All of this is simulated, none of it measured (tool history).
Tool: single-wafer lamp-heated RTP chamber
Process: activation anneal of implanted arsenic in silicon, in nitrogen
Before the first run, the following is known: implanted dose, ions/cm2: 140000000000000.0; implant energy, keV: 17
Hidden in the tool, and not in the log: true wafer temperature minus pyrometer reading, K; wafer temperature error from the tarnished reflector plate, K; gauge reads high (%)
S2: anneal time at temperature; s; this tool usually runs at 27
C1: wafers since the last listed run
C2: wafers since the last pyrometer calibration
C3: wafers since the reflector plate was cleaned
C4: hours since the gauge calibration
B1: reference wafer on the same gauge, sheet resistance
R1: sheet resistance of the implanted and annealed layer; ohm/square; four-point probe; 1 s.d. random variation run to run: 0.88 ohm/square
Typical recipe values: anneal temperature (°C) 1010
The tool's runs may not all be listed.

{"run": 1, "hour": 0.0, "anneal temperature (°C)": 1010, "S2": 27, "C1": 0, "C2": 991, "C3": 2573, "C4": 2201.3, "B1": 477.13, "R1": 584.61}
{"run": 2, "hour": 70.2, "anneal temperature (°C)": 1010, "S2": 20, "C1": 1129, "C2": 2121, "C3": 3703, "C4": 2271.5, "B1": 476.94, "R1": 589.02}
{"run": 3, "hour": 165.4, "anneal temperature (°C)": 1010, "S2": 27, "C1": 1531, "C2": 3653, "C3": 5235, "C4": 2366.7, "B1": 477.14, "R1": 587.03}
{"run": 4, "hour": 233.1, "anneal temperature (°C)": 1010, "S2": 27, "C1": 1089, "C2": 4742, "C3": 6324, "C4": 2434.4, "B1": 476.76, "R1": 586.49}
{"run": 5, "hour": 287.7, "anneal temperature (°C)": 988, "S2": 27, "C1": 878, "C2": 5620, "C3": 7203, "C4": 2489.0, "B1": 477.0, "R1": 588.0}
{"run": 6, "hour": 360.5, "anneal temperature (°C)": 988, "S2": 27, "C1": 1171, "C2": 6792, "C3": 8374, "C4": 2561.8, "B1": 476.86, "R1": 588.82}
{"run": 7, "hour": 451.3, "anneal temperature (°C)": 988, "S2": 27, "C1": 1461, "C2": 8253, "C3": 9835, "C4": 2652.6, "B1": 476.97, "R1": 588.53}
{"run": 8, "hour": 556.9, "anneal temperature (°C)": 1010, "S2": 27, "C1": 1699, "C2": 9952, "C3": 11534, "C4": 2758.2, "B1": 476.95, "R1": 587.17}
{"hour": 577.5, "done": "pyrometer window cleaned and pyrometer calibrated"}
{"run": 9, "hour": 617.3, "anneal temperature (°C)": 1010, "S2": 27, "C1": 843, "C2": 640, "C3": 12377, "C4": 2818.6, "B1": 476.85, "R1": 586.43}
{"hour": 680.1, "done": "reflector plate cleaned"}
{"run": 10, "hour": 682.7, "anneal temperature (°C)": 1010, "S2": 27, "C1": 923, "C2": 1564, "C3": 42, "C4": 2884.0, "B1": 476.86, "R1": 587.15}
{"run": 11, "hour": 779.3, "anneal temperature (°C)": 1024, "S2": 27, "C1": 1554, "C2": 3118, "C3": 1596, "C4": 2980.6, "B1": 477.14, "R1": 583.44}
{"hour": 877.0, "done": "gauge calibrated"}
{"run": 12, "hour": 883.9, "anneal temperature (°C)": 1010, "S2": 27, "C1": 1683, "C2": 4801, "C3": 3279, "C4": 6.9, "B1": 477.01, "R1": 586.72}
{"run": 13, "hour": 949.5, "anneal temperature (°C)": 1022, "S2": 23, "C1": 1055, "C2": 5857, "C3": 4335, "C4": 72.5, "B1": 476.87, "R1": 585.59}
{"run": 14, "hour": 997.5, "anneal temperature (°C)": 1022, "S2": 23, "C1": 772, "C2": 6629, "C3": 5107, "C4": 120.5, "B1": 477.08, "R1": 586.03}
{"run": 15, "hour": 1094.6, "anneal temperature (°C)": 1022, "S2": 23, "C1": 1562, "C2": 8191, "C3": 6670, "C4": 217.6, "B1": 477.1, "R1": 586.23}
{"hour": 1103.5, "done": "pyrometer window cleaned and pyrometer calibrated"}
{"run": 16, "hour": 1195.4, "anneal temperature (°C)": 1010, "S2": 18, "C1": 1493, "C2": 1479, "C3": 8163, "C4": 318.4, "B1": 476.87, "R1": 589.27}
{"run": 17, "hour": 1270.2, "anneal temperature (°C)": 1026, "S2": 42, "C1": 1203, "C2": 2682, "C3": 9366, "C4": 393.2, "B1": 477.04, "R1": 577.62}
{"run": 18, "hour": 1341.6, "anneal temperature (°C)": 1026, "S2": 21, "C1": 1148, "C2": 3831, "C3": 10515, "C4": 464.6, "B1": 477.0, "R1": 584.84}
{"run": 19, "hour": 1402.5, "anneal temperature (°C)": 1010, "S2": 32, "C1": 979, "C2": 4811, "C3": 11495, "C4": 525.5, "B1": 477.03, "R1": 584.99}
{"run": 20, "hour": 1451.4, "anneal temperature (°C)": 988, "S2": 27, "C1": 786, "C2": 5598, "C3": 12282, "C4": 574.4, "B1": 477.01, "R1": 587.69}
{"hour": 1504.7, "done": "reflector plate cleaned"}
{"run": 21, "hour": 1587.2, "anneal temperature (°C)": 1010, "S2": 27, "C1": 2056, "C2": 7654, "C3": 1326, "C4": 710.2, "B1": 476.93, "R1": 585.69}
{"hour": 1647.4, "done": "pyrometer window cleaned and pyrometer calibrated"}
{"run": 22, "hour": 1680.0, "anneal temperature (°C)": 1010, "S2": 27, "C1": 1364, "C2": 525, "C3": 2691, "C4": 803.0, "B1": 477.0, "R1": 586.57}
{"run": 23, "hour": 1772.1, "anneal temperature (°C)": 1030, "S2": 27, "C1": 1481, "C2": 2007, "C3": 4173, "C4": 895.1, "B1": 476.85, "R1": 583.45}
{"run": 24, "hour": 1827.9, "anneal temperature (°C)": 1035, "S2": 36, "C1": 897, "C2": 2905, "C3": 5071, "C4": 950.9, "B1": 476.93, "R1": 578.86}
{"run": 25, "hour": 1905.8, "anneal temperature (°C)": 1010, "S2": 27, "C1": 1253, "C2": 4158, "C3": 6324, "C4": 1028.8, "B1": 477.11, "R1": 587.66}
{"run": 26, "hour": 1985.3, "anneal temperature (°C)": 1038, "S2": 16, "C1": 1279, "C2": 5437, "C3": 7603, "C4": 1108.3, "B1": 477.06, "R1": 586.05}
{"hour": 2191.4, "done": "pyrometer window cleaned and pyrometer calibrated"}
{"run": 27, "hour": 2258.8, "anneal temperature (°C)": 1010, "S2": 27, "C1": 4272, "C2": 1084, "C3": 11875, "C4": 1381.8, "B1": 476.97, "R1": 586.01}
{"hour": 2327.4, "done": "reflector plate cleaned"}
{"run": 28, "hour": 2346.5, "anneal temperature (°C)": 985, "S2": 16, "C1": 1282, "C2": 2366, "C3": 307, "C4": 1469.5, "B1": 476.96, "R1": 591.08}
{"run": 29, "hour": 2453.6, "anneal temperature (°C)": 987, "S2": 14, "C1": 1723, "C2": 4090, "C3": 2030, "C4": 1576.6, "B1": 476.99, "R1": 589.76}
{"run": 30, "hour": 2527.6, "anneal temperature (°C)": 1040, "S2": 39, "C1": 1190, "C2": 5280, "C3": 3221, "C4": 1650.6, "B1": 476.94, "R1": 576.06}
{"run": 31, "hour": 2589.6, "anneal temperature (°C)": 993, "S2": 16, "C1": 997, "C2": 6278, "C3": 4219, "C4": 1712.6, "B1": 476.97, "R1": 590.4}
{"run": 32, "hour": 2643.6, "anneal temperature (°C)": 1010, "S2": 27, "C1": 868, "C2": 7147, "C3": 5088, "C4": 1766.6, "B1": 476.98, "R1": 586.41}
{"run": 33, "hour": 2725.5, "anneal temperature (°C)": 1010, "S2": 27, "C1": 1317, "C2": 8465, "C3": 6405, "C4": 1848.5, "B1": 476.89, "R1": 587.34}
{"hour": 2790.4, "done": "pyrometer window cleaned and pyrometer calibrated"}
{"run": 34, "hour": 2796.6, "anneal temperature (°C)": 1039, "S2": 27, "C1": 1015, "C2": 99, "C3": 7421, "C4": 1919.6, "B1": 476.9, "R1": 580.0}
{"run": 35, "hour": 2845.5, "anneal temperature (°C)": 993, "S2": 43, "C1": 786, "C2": 886, "C3": 8208, "C4": 1968.5, "B1": 476.92, "R1": 586.7}

What if the next run were any one of these 5? Each begins from the tool's condition after run 35:
{"run": "A", "hour": 2845.9, "anneal temperature (°C)": 1010, "S2": 19, "C1": 6, "C2": 892, "C3": 8214, "C4": 1968.9, "B1": "?", "R1": "?"}
{"run": "B", "hour": 2845.9, "anneal temperature (°C)": 1019, "S2": 40, "C1": 6, "C2": 892, "C3": 8214, "C4": 1968.9, "B1": "?", "R1": "?"}
{"run": "C", "hour": 2845.9, "anneal temperature (°C)": 1025, "S2": 27, "C1": 6, "C2": 892, "C3": 8214, "C4": 1968.9, "B1": "?", "R1": "?"}
{"run": "D", "hour": 2845.9, "anneal temperature (°C)": 1034, "S2": 17, "C1": 6, "C2": 892, "C3": 8214, "C4": 1968.9, "B1": "?", "R1": "?"}
{"run": "E", "hour": 2845.9, "anneal temperature (°C)": 1027, "S2": 20, "C1": 6, "C2": 892, "C3": 8214, "C4": 1968.9, "B1": "?", "R1": "?"}

run=A B1=477.05 R1=589.36
run=B B1=477.05 R1=582.11
run=C B1=477.05 R1=584.57
run=D B1=477.05 R1=586.71
run=E B1=477.05 R1=586.65
Take away the tool's hidden state, keep each run's random variation, and the runs would have read:
run=A R1=589.36
run=B R1=582.11
run=C R1=584.57
run=D R1=586.71
run=E R1=586.65

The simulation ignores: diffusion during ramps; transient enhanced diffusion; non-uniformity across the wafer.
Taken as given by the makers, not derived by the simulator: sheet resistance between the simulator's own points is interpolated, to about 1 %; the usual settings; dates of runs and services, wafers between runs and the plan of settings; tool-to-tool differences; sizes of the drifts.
